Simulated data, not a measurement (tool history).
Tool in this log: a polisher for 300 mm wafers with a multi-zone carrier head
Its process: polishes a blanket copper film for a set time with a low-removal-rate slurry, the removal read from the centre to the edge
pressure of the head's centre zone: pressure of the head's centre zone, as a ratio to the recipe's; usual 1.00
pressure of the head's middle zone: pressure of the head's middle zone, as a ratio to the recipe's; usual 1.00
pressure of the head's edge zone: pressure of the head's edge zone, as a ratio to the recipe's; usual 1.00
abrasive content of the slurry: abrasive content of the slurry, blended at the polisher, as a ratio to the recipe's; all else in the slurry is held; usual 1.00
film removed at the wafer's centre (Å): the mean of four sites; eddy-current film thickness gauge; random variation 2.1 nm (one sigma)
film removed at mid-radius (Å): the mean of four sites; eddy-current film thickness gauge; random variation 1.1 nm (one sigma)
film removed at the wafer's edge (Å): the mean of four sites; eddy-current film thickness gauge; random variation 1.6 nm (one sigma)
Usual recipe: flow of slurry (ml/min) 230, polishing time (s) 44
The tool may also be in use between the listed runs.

run     day  flow of slurry (ml/min)  pressure of the head's centre zone  pressure of the head's middle zone  pressure of the head's edge zone  abrasive content of the slurry  polishing time (s)  wafers since the last listed run  wafers polished on this pad  hours since the slurry nozzle was cleaned  hours since the centre zone pressure was calibrated  hours since the edge zone pressure was calibrated  hours since the carrier head's membrane was replaced  incoming thickness of the incoming film, nm  film removed at the wafer's centre (Å)  film removed at mid-radius (Å)  film removed at the wafer's edge (Å)
  1   0.000                      230                                1.00                                1.00                              0.97                            1.00                  44                                 0                         1955                                       88.6                                                376.9                                              269.4                                                 580.2                                       1362.5                                    1531                            1534                                  1569
  2   2.158                      230                                1.00                                1.00                              1.00                            1.00                  44                               349                         2304                                      140.4                                                428.7                                              321.2                                                 632.0                                       1342.4                                    1525                            1547                                  1588
  3   4.717                      230                                1.00                                1.00                              1.00                            1.00                  48                               413                         2718                                      201.8                                                490.1                                              382.6                                                 693.4                                       1351.0                                    1655                            1695                                  1743
      5.229  -- worn pad replaced by a new one
  4   7.746                      230                                0.95                                1.00                              1.00                            1.00                  44                               463                          407                                      274.5                                                562.8                                              455.3                                                 766.1                                       1364.4                                    1506                            1546                                  1601
  5  11.700                      230                                0.95                                1.00                              1.00                            1.00                  44                               639                         1046                                      369.4                                                657.7                                              550.2                                                 861.0                                       1368.3                                    1474                            1544                                  1608
     11.821  -- slurry nozzle cleaned
     12.612  -- edge zone pressure recalibrated
  6  15.483                      230                                1.00                                1.00                              1.00                            1.20                  44                               591                         1638                                       87.9                                                748.5                                               68.9                                                 951.8                                       1360.9                                    1665                            1661                                  1650
  7  18.608                      230                                1.00                                1.00                              1.00                            1.00                  44                               505                         2144                                      162.9                                                823.5                                              143.9                                                1026.8                                       1362.6                                    1543                            1534                                  1585
  8  20.700                      195                                1.00                                1.00                              1.00                            0.75                  38                               338                         2482                                      213.1                                                873.7                                              194.1                                                1077.0                                       1357.4                                    1151                            1159                                  1219
     21.608  -- worn pad replaced by a new one
  9  22.642                      230                                1.00                                1.00                              1.00                            1.00                  50                               287                          166                                      259.7                                                920.3                                              240.7                                                1123.6                                       1366.1                                    1738                            1743                                  1792
 10  24.342                      230                                1.00                                1.00                              1.00                            1.00                  44                               275                          441                                      300.5                                                961.1                                              281.5                                                1164.4                                       1337.7                                    1575                            1534                                  1599
 11  27.504                      230                                1.00                                1.11                              1.00                            1.00                  44                               511                          953                                      376.4                                               1037.0                                              357.4                                                1240.3                                       1351.6                                    1547                            1663                                  1587
     30.025  -- slurry nozzle cleaned
     32.096  -- centre zone pressure recalibrated
     32.683  -- edge zone pressure recalibrated
     34.767  -- carrier head's membrane replaced by a new one
 12  35.625                      285                                1.00                                1.00                              0.92                            0.75                  30                              1246                         2199                                      134.4                                                 84.7                                               70.6                                                  20.6                                       1358.4                                     979                             966                                   948
 13  39.496                      230                                1.00                                1.00                              1.00                            1.00                  38                               626                         2826                                      227.3                                                177.6                                              163.5                                                 113.5                                       1362.6                                    1360                            1324                                  1376
     39.883  -- worn pad replaced by a new one
 14  43.812                      230                                1.00                                1.00                              1.00                            1.10                  44                               671                          635                                      330.9                                                281.2                                              267.1                                                 217.1                                       1380.5                                    1598                            1607                                  1643
 15  45.733                      230                                0.88                                1.00                              1.00                            1.00                  44                               310                          946                                      377.0                                                327.3                                              313.2                                                 263.2                                       1358.9                                    1362                            1552                                  1601
     46.221  -- slurry nozzle cleaned
 16  48.888                      230                                0.96                                1.00                              1.00                            1.00                  44                               503                         1450                                       64.0                                                403.0                                              388.9                                                 338.9                                       1342.1                                    1486                            1529                                  1597
 17  50.688                      165                                0.92                                1.00                              1.06                            1.00                  56                               291                         1741                                      107.2                                                446.2                                              432.1                                                 382.1                                       1364.3                                    1725                            1872                                  2013
 18  53.842                      230                                1.07                                0.91                              1.00                            0.70                  44                               510                         2251                                      182.9                                                521.9                                              507.8                                                 457.8                                       1358.7                                    1458                            1231                                  1378
     54.875  -- worn pad replaced by a new one
     56.858  -- edge zone pressure recalibrated
 19  57.358                      230                                1.00                                1.00                              1.00                            1.00                  44                               528                          388                                      267.3                                                606.3                                               12.0                                                 542.2                                       1341.7                                    1520                            1563                                  1571
 20  59.162                      230                                1.00                                1.00                              1.00                            1.00                  44                               291                          679                                      310.6                                                649.6                                               55.3                                                 585.5                                       1362.3                                    1576                            1524                                  1592

Alternative continuations, all from the tool just after run 20; predict every row:
  A  59.179                      230                                1.00                                1.10                              1.00                            1.00                  44                                 2                          682                                      311.0                                                650.0                                               55.7                                                 585.9                                       1360.3                                       ?                               ?                                     ?
  B  59.179                      230                                1.00                                1.00                              1.04                            1.00                  44                                 2                          682                                      311.0                                                650.0                                               55.7                                                 585.9                                       1360.3                                       ?                               ?                                     ?
  C  59.179                      255                                1.09                                1.00                              1.00                            1.00                  44                                 2                          682                                      311.0                                                650.0                                               55.7                                                 585.9                                       1360.3                                       ?                               ?                                     ?
  D  59.179                      230                                1.00                                0.95                              1.00                            1.00                  44                                 2                          682                                      311.0                                                650.0                                               55.7                                                 585.9                                       1360.3                                       ?                               ?                                     ?
  E  59.179                      290                                1.00                                0.91                              1.00                            1.00                  57                                 2                          682                                      311.0                                                650.0                                               55.7                                                 585.9                                       1360.3                                       ?                               ?                                     ?

run  film removed at the wafer's centre (Å)  film removed at mid-radius (Å)  film removed at the wafer's edge (Å)
  A                                    1600                            1693                                  1573
  B                                    1598                            1562                                  1606
  C                                    1770                            1582                                  1591
  D                                    1598                            1496                                  1577
  E                                    2135                            1923                                  2087
With the hidden condition removed and each run's random variation left untouched, the same runs would have given:
run  film removed at the wafer's centre (Å)  film removed at mid-radius (Å)  film removed at the wafer's edge (Å)
  A                                    1600                            1693                                  1573
  B                                    1598                            1562                                  1606
  C                                    1770                            1582                                  1591
  D                                    1598                            1496                                  1577
  E                                    2135                            1923                                  2087

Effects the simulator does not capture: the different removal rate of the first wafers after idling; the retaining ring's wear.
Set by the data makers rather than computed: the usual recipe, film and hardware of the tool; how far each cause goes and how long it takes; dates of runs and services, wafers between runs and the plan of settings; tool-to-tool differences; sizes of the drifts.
